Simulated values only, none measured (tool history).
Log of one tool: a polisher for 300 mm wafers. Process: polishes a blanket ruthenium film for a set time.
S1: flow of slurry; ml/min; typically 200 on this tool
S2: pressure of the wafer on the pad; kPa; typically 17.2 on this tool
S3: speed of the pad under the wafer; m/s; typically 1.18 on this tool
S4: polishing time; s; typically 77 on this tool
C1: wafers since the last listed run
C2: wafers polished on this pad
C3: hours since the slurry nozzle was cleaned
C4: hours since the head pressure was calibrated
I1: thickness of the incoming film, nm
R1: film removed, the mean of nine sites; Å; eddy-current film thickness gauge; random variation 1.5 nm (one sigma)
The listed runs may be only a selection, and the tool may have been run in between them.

run 1 hour=0.0 | S1=200 S2=17.2 S3=1.18 S4=77 | C1=0 C2=4694 C3=312.3 C4=198.5 | I1=519.5 | R1=1149
run 2 hour=45.3 | S1=200 S2=17.2 S3=1.18 S4=77 | C1=574 C2=5268 C3=357.6 C4=243.8 | I1=521.8 | R1=1119
-- hour=85.5 worn pad replaced by a new one
run 3 hour=86.8 | S1=200 S2=17.2 S3=1.18 S4=77 | C1=475 C2=17 C3=399.1 C4=285.3 | I1=519.6 | R1=1150
run 4 hour=120.5 | S1=200 S2=17.2 S3=1.18 S4=77 | C1=427 C2=444 C3=432.8 C4=319.0 | I1=525.8 | R1=1124
run 5 hour=184.3 | S1=200 S2=17.2 S3=1.18 S4=77 | C1=808 C2=1252 C3=496.6 C4=382.8 | I1=516.9 | R1=1125
run 6 hour=237.4 | S1=225 S2=17.2 S3=1.18 S4=77 | C1=672 C2=1925 C3=549.7 C4=435.9 | I1=514.2 | R1=1150
run 7 hour=280.3 | S1=225 S2=17.2 S3=1.18 S4=77 | C1=543 C2=2469 C3=592.6 C4=478.8 | I1=520.9 | R1=1133
run 8 hour=314.4 | S1=225 S2=17.2 S3=1.18 S4=77 | C1=432 C2=2901 C3=626.7 C4=512.9 | I1=520.3 | R1=1140
-- hour=316.5 head pressure recalibrated
run 9 hour=353.5 | S1=200 S2=17.2 S3=1.18 S4=77 | C1=470 C2=3371 C3=665.8 C4=37.0 | I1=519.9 | R1=1131
-- hour=386.2 slurry nozzle cleaned
run 10 hour=419.1 | S1=200 S2=17.2 S3=1.18 S4=77 | C1=818 C2=4190 C3=32.9 C4=102.6 | I1=521.9 | R1=1138
run 11 hour=466.3 | S1=200 S2=17.2 S3=1.18 S4=77 | C1=598 C2=4788 C3=80.1 C4=149.8 | I1=518.7 | R1=1109
-- hour=523.6 worn pad replaced by a new one
run 12 hour=535.5 | S1=200 S2=17.2 S3=1.18 S4=77 | C1=826 C2=150 C3=149.3 C4=219.0 | I1=521.0 | R1=1163
run 13 hour=573.7 | S1=200 S2=17.2 S3=1.18 S4=77 | C1=484 C2=634 C3=187.5 C4=257.2 | I1=511.7 | R1=1125
run 14 hour=603.1 | S1=200 S2=15.9 S3=0.82 S4=90 | C1=372 C2=1007 C3=216.9 C4=286.6 | I1=525.2 | R1=923
run 15 hour=657.6 | S1=220 S2=17.2 S3=1.18 S4=77 | C1=690 C2=1697 C3=271.4 C4=341.1 | I1=523.7 | R1=1141
run 16 hour=729.2 | S1=175 S2=17.2 S3=1.18 S4=77 | C1=907 C2=2605 C3=343.0 C4=412.7 | I1=521.1 | R1=1116
run 17 hour=800.5 | S1=220 S2=17.2 S3=1.32 S4=67 | C1=903 C2=3508 C3=414.3 C4=484.0 | I1=517.2 | R1=1096
-- hour=846.2 head pressure recalibrated
run 18 hour=857.4 | S1=225 S2=22.8 S3=1.18 S4=58 | C1=695 C2=4204 C3=471.2 C4=11.2 | I1=513.7 | R1=1119
run 19 hour=923.5 | S1=200 S2=22.8 S3=1.04 S4=54 | C1=837 C2=5042 C3=537.3 C4=77.3 | I1=520.6 | R1=975
run 20 hour=964.8 | S1=200 S2=17.2 S3=1.18 S4=77 | C1=523 C2=5565 C3=578.6 C4=118.6 | I1=523.7 | R1=1117
-- hour=974.1 worn pad replaced by a new one
run 21 hour=1035.1 | S1=200 S2=17.2 S3=1.40 S4=77 | C1=840 C2=773 C3=648.9 C4=188.9 | I1=517.8 | R1=1303
-- hour=1057.1 slurry nozzle cleaned
run 22 hour=1099.3 | S1=200 S2=21.4 S3=1.58 S4=77 | C1=800 C2=1574 C3=42.2 C4=253.1 | I1=518.1 | R1=1808
run 23 hour=1130.6 | S1=200 S2=20.7 S3=0.80 S4=77 | C1=396 C2=1970 C3=73.5 C4=284.4 | I1=510.2 | R1=997
run 24 hour=1158.6 | S1=200 S2=17.2 S3=1.18 S4=77 | C1=354 C2=2325 C3=101.5 C4=312.4 | I1=515.0 | R1=1132
run 25 hour=1222.6 | S1=235 S2=20.0 S3=1.18 S4=77 | C1=811 C2=3136 C3=165.5 C4=376.4 | I1=512.9 | R1=1329
run 26 hour=1262.6 | S1=200 S2=17.2 S3=1.18 S4=77 | C1=506 C2=3643 C3=205.5 C4=416.4 | I1=520.0 | R1=1138
run 27 hour=1313.6 | S1=200 S2=21.4 S3=1.18 S4=94 | C1=646 C2=4289 C3=256.5 C4=467.4 | I1=525.4 | R1=1735
-- hour=1333.9 head pressure recalibrated
run 28 hour=1383.8 | S1=145 S2=11.0 S3=0.94 S4=103 | C1=864 C2=5154 C3=326.7 C4=49.9 | I1=524.2 | R1=780
-- hour=1481.2 worn pad replaced by a new one
run 29 hour=1589.1 | S1=180 S2=17.2 S3=1.18 S4=96 | C1=2551 C2=1367 C3=532.0 C4=255.2 | I1=515.5 | R1=1393
run 30 hour=1615.6 | S1=200 S2=13.8 S3=1.18 S4=77 | C1=335 C2=1703 C3=558.5 C4=281.7 | I1=518.7 | R1=892
run 31 hour=1642.3 | S1=200 S2=17.2 S3=1.18 S4=77 | C1=338 C2=2041 C3=585.2 C4=308.4 | I1=521.2 | R1=1136
run 32 hour=1702.4 | S1=200 S2=17.2 S3=1.18 S4=77 | C1=761 C2=2803 C3=645.3 C4=368.5 | I1=517.6 | R1=1106
run 33 hour=1729.6 | S1=200 S2=19.3 S3=1.18 S4=77 | C1=344 C2=3147 C3=672.5 C4=395.7 | I1=524.9 | R1=1256
run 34 hour=1792.0 | S1=200 S2=17.2 S3=0.84 S4=85 | C1=790 C2=3938 C3=734.9 C4=458.1 | I1=509.0 | R1=975
-- hour=1822.7 head pressure recalibrated
run 35 hour=1832.6 | S1=200 S2=20.7 S3=1.18 S4=77 | C1=489 C2=4427 C3=775.5 C4=9.9 | I1=521.5 | R1=1348
-- hour=1883.0 slurry nozzle cleaned
-- hour=1893.0 worn pad replaced by a new one
run 36 hour=1904.4 | S1=155 S2=21.4 S3=1.18 S4=66 | C1=846 C2=144 C3=21.4 C4=81.7 | I1=517.0 | R1=1183

Consider 5 possible next runs. They are alternatives, not a sequence: every one starts from the tool as it was left by run 36. What does each give?
run A hour=1904.8 | S1=200 S2=17.2 S3=1.18 S4=77 | C1=5 C2=149 C3=21.8 C4=82.1 | I1=523.0 | R1=?
run B hour=1904.8 | S1=200 S2=22.1 S3=1.18 S4=77 | C1=5 C2=149 C3=21.8 C4=82.1 | I1=523.0 | R1=?
run C hour=1904.8 | S1=200 S2=17.2 S3=1.56 S4=77 | C1=5 C2=149 C3=21.8 C4=82.1 | I1=523.0 | R1=?
run D hour=1904.8 | S1=200 S2=17.2 S3=1.18 S4=58 | C1=5 C2=149 C3=21.8 C4=82.1 | I1=523.0 | R1=?
run E hour=1904.8 | S1=265 S2=12.4 S3=1.18 S4=101 | C1=5 C2=149 C3=21.8 C4=82.1 | I1=523.0 | R1=?

run=A R1=1127
run=B R1=1442
run=C R1=1415
run=D R1=849
run=E R1=1098
With no hidden state in the tool, these same runs would have given:
run=A R1=1127
run=B R1=1442
run=C R1=1415
run=D R1=849
run=E R1=1098
